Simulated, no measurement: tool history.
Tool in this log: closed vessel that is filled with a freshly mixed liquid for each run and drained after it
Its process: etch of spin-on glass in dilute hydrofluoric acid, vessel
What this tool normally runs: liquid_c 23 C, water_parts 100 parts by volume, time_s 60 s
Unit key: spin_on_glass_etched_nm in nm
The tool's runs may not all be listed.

run   hour  liquid_c  water_parts  time_s  wafers since the last listed run  hours since the thermometer was replaced  hours since the hydrofluoric acid flow meter was replaced  hours since the gauge calibration  read-back film thickness of the spin-on glass reference wafer, read on the same gauge (nm)  spin_on_glass_etched_nm
  1      0        23          100      70                                 0                                    1318.3                                                     1584.7                              215.3                                                                                       39.97                    34.74
  2   12.1        23          100      70                              1188                                    1330.4                                                     1596.8                              227.4                                                                                       39.99                    34.84
  3   24.2        23          100      70                              1188                                    1342.5                                                     1608.9                              239.5                                                                                       39.99                    34.84
  4   59.4        23          100      60                              3458                                    1377.7                                                     1644.1                              274.7                                                                                       39.98                    30.27
  5   88.6        23          100      60                              2869                                    1406.9                                                     1673.3                              303.9                                                                                       40.02                    30.24
  6  115.4        23          100      60                              2633                                    1433.7                                                     1700.1                              330.7                                                                                       40.01                    29.89
     129.6  -- hydrofluoric acid flow meter replaced
  7  131.8        23           70      60                              1513                                    1450.1                                                        2.2                              347.1                                                                                       39.95                    38.57
     132.9  -- gauge calibrated
  8  156.1        23           70      60                              2387                                    1474.4                                                       26.5                               23.2                                                                                       40.01                    38.79
  9    185        23          100      60                              2839                                    1503.3                                                       55.4                               52.1                                                                                          40                    26.21
 10    212        18           75      35                              2652                                    1530.3                                                       82.4                               79.1                                                                                       39.97                    16.96
 11  233.3        23          100      50                              2092                                    1551.6                                                      103.7                              100.4                                                                                       40.01                    22.06
 12  246.1        23          100      60                              1257                                    1564.4                                                      116.5                              113.2                                                                                       40.01                    26.16
 13  278.8        19           55      60                              3213                                    1597.1                                                      149.2                              145.9                                                                                       40.01                    43.36
     290.5  -- thermometer replaced
 14  320.8      18.5           70      80                              4028                                      30.3                                                      191.2                              187.9                                                                                       40.01                    43.53
 15  343.6        23          100      60                              2240                                      53.1                                                        214                              210.7                                                                                       40.01                    26.64
 16  374.7        20           65      30                              3055                                      84.2                                                      245.1                              241.8                                                                                          40                    18.57
 17    391      24.5          140      80                              1601                                     100.5                                                      261.4                              258.1                                                                                       39.98                    25.73
 18  411.1        23           65      60                              1974                                     120.6                                                      281.5                              278.2                                                                                          40                    42.86

Consider 5 possible next runs. They are alternatives, not a sequence: every one starts from the tool as it was left by run 18. What does each give?
  A  411.8        23          100      60                                68                                     121.3                                                      282.2                              278.9                                                                                           ?                        ?
  B  411.8        23          100      40                                68                                     121.3                                                      282.2                              278.9                                                                                           ?                        ?
  C  411.8        23          100      80                                68                                     121.3                                                      282.2                              278.9                                                                                           ?                        ?
  D  411.8        23          120      95                                68                                     121.3                                                      282.2                              278.9                                                                                           ?                        ?
  E  411.8      21.5          135      30                                68                                     121.3                                                      282.2                              278.9                                                                                           ?                        ?

run  read-back film thickness of the spin-on glass reference wafer, read on the same gauge (nm)  spin_on_glass_etched_nm
  A                                                                                       40.01                    26.38
  B                                                                                       40.01                    17.59
  C                                                                                       40.01                    35.17
  D                                                                                       40.01                    34.01
  E                                                                                       40.01                     8.85
Stripped of hidden state, with their random variation kept, the same runs would have yielded:
run  spin_on_glass_etched_nm
  A                    25.43
  B                    16.95
  C                    33.91
  D                    32.77
  E                     8.52
